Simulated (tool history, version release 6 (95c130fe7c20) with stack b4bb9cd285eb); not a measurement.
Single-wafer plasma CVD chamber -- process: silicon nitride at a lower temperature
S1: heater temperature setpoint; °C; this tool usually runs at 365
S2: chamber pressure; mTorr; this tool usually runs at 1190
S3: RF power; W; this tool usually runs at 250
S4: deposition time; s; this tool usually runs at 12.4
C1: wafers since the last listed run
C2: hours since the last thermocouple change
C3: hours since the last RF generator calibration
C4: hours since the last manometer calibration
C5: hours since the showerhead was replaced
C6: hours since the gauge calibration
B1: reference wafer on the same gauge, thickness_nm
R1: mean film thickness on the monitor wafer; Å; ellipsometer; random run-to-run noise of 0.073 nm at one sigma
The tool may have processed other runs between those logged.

{"run": 1, "hour": 0.0, "S1": 365, "S2": 1190, "S3": 250, "S4": 12.4, "C1": 0, "C2": 963.5, "C3": 1639.7, "C4": 463.3, "C5": 4681.4, "C6": 582.5, "B1": 12.35, "R1": 118.07}
{"hour": 13.1, "done": "gauge calibrated"}
{"run": 2, "hour": 86.2, "S1": 365, "S2": 1190, "S3": 250, "S4": 12.4, "C1": 3194, "C2": 1049.7, "C3": 1725.9, "C4": 549.5, "C5": 4767.6, "C6": 73.1, "B1": 12.528, "R1": 121.45}
{"run": 3, "hour": 118.7, "S1": 365, "S2": 1300, "S3": 250, "S4": 12.4, "C1": 1204, "C2": 1082.2, "C3": 1758.4, "C4": 582.0, "C5": 4800.1, "C6": 105.6, "B1": 12.568, "R1": 124.99}
{"run": 4, "hour": 162.5, "S1": 365, "S2": 1190, "S3": 250, "S4": 12.4, "C1": 1622, "C2": 1126.0, "C3": 1802.2, "C4": 625.8, "C5": 4843.9, "C6": 149.4, "B1": 12.54, "R1": 120.91}
{"run": 5, "hour": 209.6, "S1": 365, "S2": 1190, "S3": 250, "S4": 12.4, "C1": 1745, "C2": 1173.1, "C3": 1849.3, "C4": 672.9, "C5": 4891.0, "C6": 196.5, "B1": 12.568, "R1": 121.08}
{"run": 6, "hour": 279.6, "S1": 365, "S2": 1190, "S3": 250, "S4": 12.4, "C1": 2593, "C2": 1243.1, "C3": 1919.3, "C4": 742.9, "C5": 4961.0, "C6": 266.5, "B1": 12.514, "R1": 120.98}
{"run": 7, "hour": 311.4, "S1": 365, "S2": 1380, "S3": 250, "S4": 12.4, "C1": 1178, "C2": 1274.9, "C3": 1951.1, "C4": 774.7, "C5": 4992.8, "C6": 298.3, "B1": 12.487, "R1": 126.36}
{"run": 8, "hour": 369.9, "S1": 365, "S2": 1380, "S3": 250, "S4": 12.4, "C1": 2167, "C2": 1333.4, "C3": 2009.6, "C4": 833.2, "C5": 5051.3, "C6": 356.8, "B1": 12.448, "R1": 125.1}
{"hour": 390.4, "done": "RF generator calibrated"}
{"hour": 395.8, "done": "capacitance manometer re-zeroed and calibrated"}
{"hour": 428.0, "done": "thermocouple changed; heater temperature recalibrated"}
{"run": 9, "hour": 430.2, "S1": 365, "S2": 1190, "S3": 250, "S4": 12.4, "C1": 1439, "C2": 2.2, "C3": 39.8, "C4": 34.4, "C5": 5111.6, "C6": 417.1, "B1": 12.401, "R1": 120.64}
{"run": 10, "hour": 471.8, "S1": 365, "S2": 1190, "S3": 250, "S4": 12.4, "C1": 1541, "C2": 43.8, "C3": 81.4, "C4": 76.0, "C5": 5153.2, "C6": 458.7, "B1": 12.391, "R1": 118.85}
{"run": 11, "hour": 529.8, "S1": 365, "S2": 1190, "S3": 250, "S4": 12.4, "C1": 2149, "C2": 101.8, "C3": 139.4, "C4": 134.0, "C5": 5211.2, "C6": 516.7, "B1": 12.354, "R1": 118.49}
{"run": 12, "hour": 569.4, "S1": 358, "S2": 1190, "S3": 290, "S4": 12.4, "C1": 1467, "C2": 141.4, "C3": 179.0, "C4": 173.6, "C5": 5250.8, "C6": 556.3, "B1": 12.314, "R1": 130.2}
{"hour": 570.0, "done": "gauge calibrated"}
{"run": 13, "hour": 597.0, "S1": 379, "S2": 1190, "S3": 285, "S4": 12.4, "C1": 1022, "C2": 169.0, "C3": 206.6, "C4": 201.2, "C5": 5278.4, "C6": 27.0, "B1": 12.569, "R1": 130.73}
{"run": 14, "hour": 663.2, "S1": 379, "S2": 1360, "S3": 280, "S4": 10.8, "C1": 2452, "C2": 235.2, "C3": 272.8, "C4": 267.4, "C5": 5344.6, "C6": 93.2, "B1": 12.591, "R1": 117.08}
{"run": 15, "hour": 695.9, "S1": 365, "S2": 1190, "S3": 285, "S4": 12.4, "C1": 1211, "C2": 267.9, "C3": 305.5, "C4": 300.1, "C5": 5377.3, "C6": 125.9, "B1": 12.58, "R1": 131.21}
{"run": 16, "hour": 756.9, "S1": 365, "S2": 1190, "S3": 250, "S4": 12.4, "C1": 2260, "C2": 328.9, "C3": 366.5, "C4": 361.1, "C5": 5438.3, "C6": 186.9, "B1": 12.529, "R1": 120.14}
{"run": 17, "hour": 805.3, "S1": 365, "S2": 1060, "S3": 250, "S4": 12.4, "C1": 1793, "C2": 377.3, "C3": 414.9, "C4": 409.5, "C5": 5486.7, "C6": 235.3, "B1": 12.553, "R1": 116.71}
{"hour": 820.9, "done": "showerhead replaced"}
{"run": 18, "hour": 875.8, "S1": 353, "S2": 1380, "S3": 205, "S4": 14.5, "C1": 2315, "C2": 447.8, "C3": 485.4, "C4": 480.0, "C5": 54.9, "C6": 305.8, "B1": 12.529, "R1": 132.03}
{"run": 19, "hour": 945.2, "S1": 365, "S2": 1190, "S3": 250, "S4": 12.4, "C1": 2571, "C2": 517.2, "C3": 554.8, "C4": 549.4, "C5": 124.3, "C6": 375.2, "B1": 12.508, "R1": 121.08}
{"run": 20, "hour": 1003.1, "S1": 374, "S2": 1000, "S3": 295, "S4": 13.3, "C1": 2145, "C2": 575.1, "C3": 612.7, "C4": 607.3, "C5": 182.2, "C6": 433.1, "B1": 12.426, "R1": 132.55}
{"run": 21, "hour": 1067.5, "S1": 373, "S2": 1320, "S3": 250, "S4": 13.7, "C1": 2386, "C2": 639.5, "C3": 677.1, "C4": 671.7, "C5": 246.6, "C6": 497.5, "B1": 12.439, "R1": 136.59}
{"run": 22, "hour": 1115.9, "S1": 369, "S2": 1300, "S3": 250, "S4": 12.4, "C1": 1793, "C2": 687.9, "C3": 725.5, "C4": 720.1, "C5": 295.0, "C6": 545.9, "B1": 12.364, "R1": 123.23}

What if the next run were any one of these 5? Each begins from the tool's condition after run 22:
{"run": "A", "hour": 1116.3, "S1": 365, "S2": 1190, "S3": 250, "S4": 12.4, "C1": 14, "C2": 688.3, "C3": 725.9, "C4": 720.5, "C5": 295.4, "C6": 546.3, "B1": "?", "R1": "?"}
{"run": "B", "hour": 1116.3, "S1": 356, "S2": 1020, "S3": 250, "S4": 12.4, "C1": 14, "C2": 688.3, "C3": 725.9, "C4": 720.5, "C5": 295.4, "C6": 546.3, "B1": "?", "R1": "?"}
{"run": "C", "hour": 1116.3, "S1": 351, "S2": 1190, "S3": 250, "S4": 12.4, "C1": 14, "C2": 688.3, "C3": 725.9, "C4": 720.5, "C5": 295.4, "C6": 546.3, "B1": "?", "R1": "?"}
{"run": "D", "hour": 1116.3, "S1": 376, "S2": 960, "S3": 285, "S4": 11.7, "C1": 14, "C2": 688.3, "C3": 725.9, "C4": 720.5, "C5": 295.4, "C6": 546.3, "B1": "?", "R1": "?"}
{"run": "E", "hour": 1116.3, "S1": 356, "S2": 1190, "S3": 230, "S4": 12.4, "C1": 14, "C2": 688.3, "C3": 725.9, "C4": 720.5, "C5": 295.4, "C6": 546.3, "B1": "?", "R1": "?"}

run=A B1=12.303 R1=120.16
run=B B1=12.303 R1=114.49
run=C B1=12.303 R1=120.85
run=D B1=12.303 R1=113.17
run=E B1=12.303 R1=115.01
With no hidden state in the tool, these same runs would have given:
run=A R1=122.64
run=B R1=116.86
run=C R1=123.36
run=D R1=115.51
run=E R1=117.39

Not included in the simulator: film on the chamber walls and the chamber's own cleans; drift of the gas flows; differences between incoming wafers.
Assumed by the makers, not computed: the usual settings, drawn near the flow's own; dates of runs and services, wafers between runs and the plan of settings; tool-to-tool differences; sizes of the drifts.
